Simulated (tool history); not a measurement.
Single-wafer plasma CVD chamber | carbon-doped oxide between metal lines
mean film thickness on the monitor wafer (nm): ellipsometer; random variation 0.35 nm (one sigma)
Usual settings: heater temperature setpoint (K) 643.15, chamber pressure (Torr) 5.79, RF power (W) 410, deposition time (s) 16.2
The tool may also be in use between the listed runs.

| run | hour | heater temperature setpoint (K) | chamber pressure (Torr) | RF power (W) | deposition time (s) | read-back reference wafer on the same gauge, thickness_nm | mean film thickness on the monitor wafer (nm) |
|---|---|---|---|---|---|---|---|
| 1 | 0 | 643.15 | 5.79 | 410 | 16.2 | 86.955 | 78.901 |
| 2 | 55.2 | 643.15 | 5.79 | 410 | 16.2 | 86.976 | 79.031 |
| 3 | 83.2 | 643.15 | 5.79 | 410 | 16.2 | 86.954 | 78.081 |
| 4 | 122.6 | 643.15 | 5.79 | 410 | 16.2 | 86.811 | 78.526 |
| 5 | 168.5 | 643.15 | 5.79 | 410 | 16.2 | 87.009 | 78.497 |
| 6 | 205.4 | 643.15 | 5.79 | 410 | 17.7 | 86.9 | 85.544 |
|  | 236.6 | capacitance manometer re-zeroed and calibrated |
| 7 | 248.6 | 643.15 | 5.79 | 410 | 17.7 | 86.938 | 85.647 |
| 8 | 304.7 | 643.15 | 5.79 | 410 | 16.2 | 86.979 | 77.826 |
| 9 | 357.8 | 643.15 | 5.79 | 410 | 16.2 | 86.706 | 79.053 |
| 10 | 402.8 | 643.15 | 5.79 | 410 | 16.2 | 86.968 | 77.982 |
|  | 433.5 | thermocouple changed; heater temperature recalibrated |
|  | 453.8 | showerhead replaced |
| 11 | 456 | 652.15 | 5.79 | 410 | 13.4 | 87.055 | 62.988 |
| 12 | 480.4 | 643.15 | 5.79 | 455 | 16.2 | 86.982 | 84.401 |
|  | 521.8 | gauge calibrated |
| 13 | 546.2 | 643.15 | 7.21 | 340 | 18.1 | 86.962 | 76.666 |
|  | 558.7 | RF generator calibrated |
| 14 | 599.1 | 635.15 | 5.09 | 485 | 17.7 | 86.836 | 101.202 |
| 15 | 631.4 | 643.15 | 5.79 | 410 | 16.2 | 87.022 | 82.099 |
| 16 | 693.9 | 643.15 | 5.79 | 350 | 14.5 | 86.838 | 65.436 |
| 17 | 727.1 | 643.15 | 5.79 | 410 | 16.2 | 86.814 | 81.902 |

4 ways to go on from here, each from the tool as it stands after run 17. What would each give?
| A | 727.5 | 643.15 | 5.79 | 410 | 18.9 | ? | ? |
| B | 727.5 | 643.15 | 6.71 | 410 | 16.2 | ? | ? |
| C | 727.5 | 650.15 | 5.79 | 410 | 17.2 | ? | ? |
| D | 727.5 | 638.15 | 5.79 | 375 | 16.2 | ? | ? |

| run | read-back reference wafer on the same gauge, thickness_nm | mean film thickness on the monitor wafer (nm) |
|---|---|---|
| A | 86.956 | 94.933 |
| B | 86.956 | 83.138 |
| C | 86.956 | 85.035 |
| D | 86.956 | 77.291 |
Without the tool's hidden state the same runs would have given:
| run | mean film thickness on the monitor wafer (nm) |
|---|---|
| A | 95.636 |
| B | 83.754 |
| C | 85.664 |
| D | 77.886 |
